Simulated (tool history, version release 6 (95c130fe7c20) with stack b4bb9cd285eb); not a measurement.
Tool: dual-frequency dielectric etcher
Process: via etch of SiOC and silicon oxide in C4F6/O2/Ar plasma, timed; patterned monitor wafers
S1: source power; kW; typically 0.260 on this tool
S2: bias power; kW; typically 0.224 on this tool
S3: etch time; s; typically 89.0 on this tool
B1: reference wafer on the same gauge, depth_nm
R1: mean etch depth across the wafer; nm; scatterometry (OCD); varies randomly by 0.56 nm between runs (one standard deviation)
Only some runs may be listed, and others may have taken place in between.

Run 1, day 0.000: usual settings; B1 85.1. Result: R1 86.0 nm.
Run 2, day 2.417: usual settings; B1 84.9. Result: R1 87.2 nm.
Run 3, day 6.738: usual settings; B1 85.1. Result: R1 87.2 nm.
Run 4, day 9.142: usual settings; B1 85.0. Result: R1 87.1 nm.
Run 5, day 20.038: usual settings; B1 85.2. Result: R1 89.1 nm.
At day 22.279: wet clean of the chamber.
Run 6, day 23.083: usual settings; B1 85.1. Result: R1 90.9 nm.
Run 7, day 25.696: usual settings; B1 85.1. Result: R1 90.8 nm.
At day 25.742: gauge calibrated.
Run 8, day 27.675: usual settings; B1 85.2. Result: R1 92.8 nm.
Run 9, day 32.050: usual settings; B1 85.0. Result: R1 93.2 nm.
At day 33.292: wet clean of the chamber, repeated, since the last time left the tool worse.
At day 33.600: source power generator calibrated.
Run 10, day 34.862: usual settings; B1 84.9. Result: R1 87.0 nm.
At day 37.604: bias power generator calibrated.
Run 11, day 38.629: usual settings but S2 0.184 kW; B1 84.8. Result: R1 81.6 nm.
Run 12, day 40.888: usual settings but S1 0.230 kW, S3 101.5 s; B1 84.9. Result: R1 96.9 nm.
At day 42.646: upper electrode replaced.
Run 13, day 42.667: usual settings but S1 0.320 kW, S3 107.0 s; B1 85.0. Result: R1 111.3 nm.
Run 14, day 45.725: usual settings but S1 0.300 kW, S2 0.200 kW; B1 85.0. Result: R1 89.4 nm.
Run 15, day 47.904: usual settings but S1 0.220 kW, S2 0.175 kW; B1 85.1. Result: R1 76.9 nm.
Run 16, day 51.775: usual settings but S1 0.210 kW; B1 85.1. Result: R1 83.3 nm.
At day 58.562: wet clean of the chamber.
Run 17, day 61.175: usual settings; B1 85.2. Result: R1 86.3 nm.
Run 18, day 64.388: usual settings but S1 0.310 kW; B1 85.1. Result: R1 92.3 nm.
Run 19, day 65.950: usual settings; B1 85.1. Result: R1 87.7 nm.
Run 20, day 68.158: usual settings but S1 0.220 kW; B1 85.0. Result: R1 82.9 nm.
Run 21, day 70.712: usual settings but S1 0.230 kW, S2 0.174 kW, S3 101.0 s; B1 84.9. Result: R1 87.8 nm.
Run 22, day 73.100: usual settings; B1 85.1. Result: R1 87.5 nm.
Run 23, day 77.154: usual settings but S1 0.240 kW, S2 0.243 kW; B1 85.0. Result: R1 89.6 nm.

A few steps of R1 between consecutive runs. Split each: what settings, incoming material and random variation would produce without the hidden state, and what is left over for the hidden state, along with gauge scatter present in only one of the two compared results (measured, and without hidden state):
The hidden state here: etch rate over this chamber's usual, %; source power that arrives over what is set, %; bias power that arrives over what is set, %; gauge reads high (%).
Run 5 -> 6: wet clean of the chamber. R1 +1.8 nm: hidden state +2.5, all else -0.7.
Run 9 -> 10: wet clean of the chamber, repeated, since the last time left the tool worse, source power generator calibrated. R1 -6.2 nm: hidden state -5.7, all else -0.5.
Run 11 -> 12: S1 0.260 -> 0.230, S2 0.184 -> 0.224, S3 89.0 -> 101.5. R1 +15.3 nm: hidden state +0.4, all else +14.9.
Run 13 -> 14: S1 0.320 -> 0.300, S2 0.224 -> 0.200, S3 107.0 -> 89.0. R1 -21.9 nm: hidden state +0.1, all else -22.0.

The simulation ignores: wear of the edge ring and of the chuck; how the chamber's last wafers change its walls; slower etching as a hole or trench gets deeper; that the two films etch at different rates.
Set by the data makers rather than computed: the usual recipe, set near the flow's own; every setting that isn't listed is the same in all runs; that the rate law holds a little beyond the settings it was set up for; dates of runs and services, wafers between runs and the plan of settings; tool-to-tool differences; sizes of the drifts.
